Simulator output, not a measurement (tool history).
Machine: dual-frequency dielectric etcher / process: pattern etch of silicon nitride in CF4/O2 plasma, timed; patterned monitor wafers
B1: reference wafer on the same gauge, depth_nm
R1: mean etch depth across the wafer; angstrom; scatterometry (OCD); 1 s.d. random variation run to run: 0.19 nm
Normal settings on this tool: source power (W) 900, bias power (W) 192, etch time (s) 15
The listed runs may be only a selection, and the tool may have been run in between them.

Run 1, hour 0: usual settings but source power (W) 950, bias power (W) 172; B1 63.2. Result: R1 567 angstrom.
At hour 2.2: gauge calibrated.
At hour 30.8: wet clean of the chamber.
Run 2, hour 31.3: usual settings but bias power (W) 227; B1 63.3. Result: R1 586 angstrom.
Run 3, hour 50.6: usual settings but bias power (W) 227; B1 63.3. Result: R1 582 angstrom.
Run 4, hour 74.6: usual settings but bias power (W) 227; B1 63.1. Result: R1 588 angstrom.
Run 5, hour 87.9: usual settings but bias power (W) 215; B1 63.1. Result: R1 579 angstrom.
Run 6, hour 101.5: usual settings but bias power (W) 215; B1 63.3. Result: R1 576 angstrom.
Run 7, hour 181.5: usual settings but bias power (W) 215; B1 63.2. Result: R1 581 angstrom.
Run 8, hour 196.6: usual settings; B1 63.2. Result: R1 562 angstrom.
Run 9, hour 212.2: usual settings but bias power (W) 220; B1 63.2. Result: R1 584 angstrom.
Run 10, hour 234.8: usual settings but bias power (W) 220; B1 63.2. Result: R1 583 angstrom.
At hour 259.3: bias power generator calibrated.
Run 11, hour 264: usual settings but bias power (W) 220; B1 63.1. Result: R1 584 angstrom.
Run 12, hour 277.8: usual settings but source power (W) 800, etch time (s) 11.5; B1 63.2. Result: R1 386 angstrom.
Run 13, hour 307: usual settings but source power (W) 740, bias power (W) 239, etch time (s) 17.5; B1 63.1. Result: R1 580 angstrom.
At hour 337.9: upper electrode replaced.
Run 14, hour 338.4: usual settings but source power (W) 1060, bias power (W) 159, etch time (s) 17; B1 63.2. Result: R1 698 angstrom.
At hour 341.6: gauge calibrated.
Run 15, hour 368.8: usual settings but source power (W) 1100, etch time (s) 12.5; B1 63.2. Result: R1 560 angstrom.
At hour 392.2: source power generator calibrated.
At hour 409.1: wet clean of the chamber.
Run 16, hour 409.6: usual settings but source power (W) 780, etch time (s) 16.5; B1 63.1. Result: R1 513 angstrom.

The next listed run, before its measurement:
Run 17, hour 419.7: usual settings but bias power (W) 157; B1 ?. Result: R1 ?.

{"run 17": {"B1": 63.1, "R1": 503}}
With no hidden state in the tool, this same run would have given R1 504 angstrom.

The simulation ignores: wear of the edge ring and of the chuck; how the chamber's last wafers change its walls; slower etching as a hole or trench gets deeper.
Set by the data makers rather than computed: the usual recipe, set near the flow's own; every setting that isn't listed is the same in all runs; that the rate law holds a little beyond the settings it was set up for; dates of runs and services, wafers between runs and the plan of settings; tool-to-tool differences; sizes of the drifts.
